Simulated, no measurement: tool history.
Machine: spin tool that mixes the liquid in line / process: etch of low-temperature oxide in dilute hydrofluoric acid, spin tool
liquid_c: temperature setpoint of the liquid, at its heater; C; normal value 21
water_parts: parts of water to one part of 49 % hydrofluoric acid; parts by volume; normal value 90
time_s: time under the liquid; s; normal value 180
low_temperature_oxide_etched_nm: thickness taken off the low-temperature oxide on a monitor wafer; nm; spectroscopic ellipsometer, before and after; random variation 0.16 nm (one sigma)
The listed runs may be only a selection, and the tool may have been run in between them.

run    hour  liquid_c  water_parts  time_s  read-back film thickness of the low-temperature oxide reference wafer, read on the same gauge (nm)  low_temperature_oxide_etched_nm
  1       0        21           90     205                                                                                               29.99                            19.69
  2    39.8      24.5           90     140                                                                                               29.99                             15.4
  3    72.9      24.5           90     140                                                                                               30.02                            15.45
  4   127.8      24.5           90     140                                                                                               30.02                            15.23
  5   175.7        21           70     180                                                                                                  30                            22.44
  6   220.5        21           70     180                                                                                                  30                            21.99
  7   353.5        21           90     260                                                                                               30.02                            23.39
  8   379.6        21           90     180                                                                                                  30                            18.21
  9   439.4        21           90     180                                                                                                  30                            17.98
 10   473.3        21           90     180                                                                                                  30                            18.04
 11   503.3        21           90     180                                                                                               29.98                            17.73
 12   560.4        21           90     180                                                                                               29.98                            17.64
 13   625.1        23           90     180                                                                                               30.02                            18.68
 14   651.8        17           90     180                                                                                               30.02                             14.7
 15   679.2        25           90     110                                                                                               29.97                            12.49
 16   716.5        21           90     180                                                                                               29.99                            17.01
 17   775.9        21          100     135                                                                                               29.98                            11.47
 18   845.7        21           90     180                                                                                               30.02                            16.99
 19   871.6        24           70     265                                                                                               30.02                            36.33
 20  1026.7        21          130     245                                                                                               29.98                            16.33
 21  1093.4        21           90     180                                                                                                  30                            18.01
 22  1133.8        19          135     180                                                                                               30.01                            10.34
 23  1176.2        21          130     120                                                                                               29.99                             7.81
 24  1221.5        21           90     180                                                                                               29.96                             17.5

Put back what was entered between runs (4 entries, withheld): which listed runs does each sit between, and how does the hidden state differ from the listed run before to the listed run after?
After run 7, before run 8: hydrofluoric acid flow meter replaced (hour 370.9)
  hydrofluoric acid flow below the setpoint (%): 9.8 -> 0.583
  measured minus no-state result, low_temperature_oxide_etched_nm: -2.84 -> -0.12 nm
After run 11, before run 12: thermometer replaced (hour 557.6)
  hydrofluoric acid flow below the setpoint (%): 2.55 -> 3.46
  measured minus no-state result, low_temperature_oxide_etched_nm: -0.51 -> -0.7 nm
After run 16, before run 17: gauge calibrated (hour 732.5)
  hydrofluoric acid flow below the setpoint (%): 5.94 -> 6.89
  measured minus no-state result, low_temperature_oxide_etched_nm: -1.2 -> -0.96 nm
After run 19, before run 20: hydrofluoric acid flow meter replaced (hour 1014.7)
  hydrofluoric acid flow below the setpoint (%): 8.41 -> 0.588
  measured minus no-state result, low_temperature_oxide_etched_nm: -3.67 -> -0.11 nm
